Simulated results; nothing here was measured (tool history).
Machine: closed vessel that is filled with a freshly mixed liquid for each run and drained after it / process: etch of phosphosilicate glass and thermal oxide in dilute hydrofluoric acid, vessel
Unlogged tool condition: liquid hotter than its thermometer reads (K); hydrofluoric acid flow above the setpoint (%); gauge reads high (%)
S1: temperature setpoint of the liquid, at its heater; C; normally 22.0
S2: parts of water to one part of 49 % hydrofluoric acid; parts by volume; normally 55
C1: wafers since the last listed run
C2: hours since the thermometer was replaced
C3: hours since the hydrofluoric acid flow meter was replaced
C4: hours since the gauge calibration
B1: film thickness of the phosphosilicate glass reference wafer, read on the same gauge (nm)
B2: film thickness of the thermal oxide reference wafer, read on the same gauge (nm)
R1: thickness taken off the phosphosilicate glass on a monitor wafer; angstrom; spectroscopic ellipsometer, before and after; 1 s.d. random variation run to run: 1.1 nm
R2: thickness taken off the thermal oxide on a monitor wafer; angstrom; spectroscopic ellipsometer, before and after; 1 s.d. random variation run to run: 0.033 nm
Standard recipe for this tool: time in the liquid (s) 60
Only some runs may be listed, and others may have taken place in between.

run 1 day=0.000 | S1=22.0 S2=55 time_in_the_liquid_(s)=60 | C1=0 C2=3053.9 C3=1917.9 C4=251.3 | B1=49.99 B2=150.00 | R1=1893.8 R2=47.8
run 2 day=0.650 | S1=22.0 S2=55 time_in_the_liquid_(s)=60 | C1=1624 C2=3069.5 C3=1933.5 C4=266.9 | B1=49.98 B2=149.98 | R1=1878.0 R2=48.1
run 3 day=1.883 | S1=22.0 S2=55 time_in_the_liquid_(s)=60 | C1=3081 C2=3099.1 C3=1963.1 C4=296.5 | B1=50.01 B2=149.99 | R1=1908.2 R2=47.3
run 4 day=2.725 | S1=18.0 S2=55 time_in_the_liquid_(s)=60 | C1=2103 C2=3119.3 C3=1983.3 C4=316.7 | B1=49.97 B2=150.00 | R1=1600.5 R2=40.0
run 5 day=3.612 | S1=18.0 S2=55 time_in_the_liquid_(s)=60 | C1=2217 C2=3140.6 C3=2004.6 C4=338.0 | B1=49.99 B2=149.99 | R1=1597.4 R2=40.6
run 6 day=4.388 | S1=18.0 S2=55 time_in_the_liquid_(s)=60 | C1=1936 C2=3159.2 C3=2023.2 C4=356.6 | B1=49.97 B2=150.02 | R1=1600.9 R2=40.2
run 7 day=5.671 | S1=22.0 S2=50 time_in_the_liquid_(s)=35 | C1=3206 C2=3190.0 C3=2054.0 C4=387.4 | B1=49.98 B2=150.00 | R1=1212.1 R2=31.2
run 8 day=6.704 | S1=22.0 S2=50 time_in_the_liquid_(s)=35 | C1=2582 C2=3214.8 C3=2078.8 C4=412.2 | B1=50.02 B2=149.98 | R1=1218.4 R2=31.0
run 9 day=7.867 | S1=20.5 S2=55 time_in_the_liquid_(s)=60 | C1=2904 C2=3242.7 C3=2106.7 C4=440.1 | B1=49.96 B2=149.96 | R1=1767.1 R2=45.3
-- day=8.138 thermometer replaced
run 10 day=8.371 | S1=25.5 S2=55 time_in_the_liquid_(s)=60 | C1=1155 C2=5.6 C3=2118.8 C4=452.2 | B1=49.99 B2=150.01 | R1=2183.1 R2=55.5
run 11 day=9.350 | S1=25.5 S2=35 time_in_the_liquid_(s)=35 | C1=2446 C2=29.1 C3=2142.3 C4=475.7 | B1=50.00 B2=149.99 | R1=2060.9 R2=51.9
-- day=9.875 hydrofluoric acid flow meter replaced
-- day=10.075 gauge calibrated
run 12 day=10.833 | S1=22.0 S2=55 time_in_the_liquid_(s)=60 | C1=3602 C2=64.7 C3=23.0 C4=18.2 | B1=49.98 B2=149.98 | R1=1897.8 R2=47.9
run 13 day=11.392 | S1=27.0 S2=45 time_in_the_liquid_(s)=60 | C1=1395 C2=78.1 C3=36.4 C4=31.6 | B1=50.01 B2=149.96 | R1=2875.8 R2=72.8
run 14 day=12.192 | S1=22.0 S2=55 time_in_the_liquid_(s)=60 | C1=1999 C2=97.3 C3=55.6 C4=50.8 | B1=49.99 B2=149.98 | R1=1880.5 R2=48.1
run 15 day=13.667 | S1=22.0 S2=45 time_in_the_liquid_(s)=60 | C1=3685 C2=132.7 C3=91.0 C4=86.2 | B1=49.98 B2=150.02 | R1=2344.2 R2=59.4
run 16 day=15.012 | S1=26.5 S2=45 time_in_the_liquid_(s)=75 | C1=3363 C2=165.0 C3=123.3 C4=118.5 | B1=50.00 B2=150.03 | R1=3540.1 R2=89.0
run 17 day=16.433 | S1=25.0 S2=45 time_in_the_liquid_(s)=30 | C1=3550 C2=199.1 C3=157.4 C4=152.6 | B1=49.98 B2=150.01 | R1=1327.0 R2=33.5
run 18 day=17.383 | S1=19.0 S2=35 time_in_the_liquid_(s)=95 | C1=2373 C2=221.9 C3=180.2 C4=175.4 | B1=50.00 B2=149.99 | R1=4261.3 R2=106.9
run 19 day=18.004 | S1=26.0 S2=65 time_in_the_liquid_(s)=50 | C1=1551 C2=236.8 C3=195.1 C4=190.3 | B1=50.00 B2=150.01 | R1=1563.6 R2=39.0
run 20 day=19.350 | S1=20.0 S2=30 time_in_the_liquid_(s)=45 | C1=3363 C2=269.1 C3=227.4 C4=222.6 | B1=49.99 B2=149.98 | R1=2478.6 R2=62.8
run 21 day=20.721 | S1=22.0 S2=55 time_in_the_liquid_(s)=60 | C1=3425 C2=302.0 C3=260.3 C4=255.5 | B1=49.96 B2=149.98 | R1=1898.8 R2=47.9
run 22 day=21.833 | S1=25.5 S2=55 time_in_the_liquid_(s)=60 | C1=2780 C2=328.7 C3=287.0 C4=282.2 | B1=50.00 B2=149.97 | R1=2170.4 R2=55.4
run 23 day=23.262 | S1=19.5 S2=55 time_in_the_liquid_(s)=30 | C1=3571 C2=363.0 C3=321.3 C4=316.5 | B1=49.99 B2=150.01 | R1=852.4 R2=21.4
run 24 day=24.700 | S1=22.0 S2=55 time_in_the_liquid_(s)=60 | C1=3592 C2=397.5 C3=355.8 C4=351.0 | B1=50.01 B2=149.99 | R1=1891.4 R2=47.7
run 25 day=25.400 | S1=22.0 S2=25 time_in_the_liquid_(s)=60 | C1=1749 C2=414.3 C3=372.6 C4=367.8 | B1=50.01 B2=149.99 | R1=4313.1 R2=110.5
run 26 day=25.950 | S1=22.0 S2=55 time_in_the_liquid_(s)=60 | C1=1374 C2=427.5 C3=385.8 C4=381.0 | B1=50.03 B2=149.99 | R1=1891.5 R2=48.2

4 ways to go on from here, each from the tool as it stands after run 26. What would each give?
run A day=25.979 | S1=24.0 S2=55 time_in_the_liquid_(s)=60 | C1=72 C2=428.2 C3=386.5 C4=381.7 | B1=? B2=? | R1=? R2=?
run B day=25.979 | S1=25.0 S2=30 time_in_the_liquid_(s)=40 | C1=72 C2=428.2 C3=386.5 C4=381.7 | B1=? B2=? | R1=? R2=?
run C day=25.979 | S1=22.0 S2=80 time_in_the_liquid_(s)=45 | C1=72 C2=428.2 C3=386.5 C4=381.7 | B1=? B2=? | R1=? R2=?
run D day=25.979 | S1=17.0 S2=70 time_in_the_liquid_(s)=60 | C1=72 C2=428.2 C3=386.5 C4=381.7 | B1=? B2=? | R1=? R2=?

run=A B1=50.01 B2=150.02 R1=2072.3 R2=52.4
run=B B1=50.01 B2=150.02 R1=2730.3 R2=69.0
run=C B1=50.01 B2=150.02 R1=954.0 R2=24.1
run=D B1=50.01 B2=150.02 R1=1192.3 R2=30.1
Without the tool's hidden state the same runs would have given:
run=A R1=2072.3 R2=52.4
run=B R1=2730.3 R2=69.0
run=C R1=954.0 R2=24.1
run=D R1=1192.3 R2=30.1
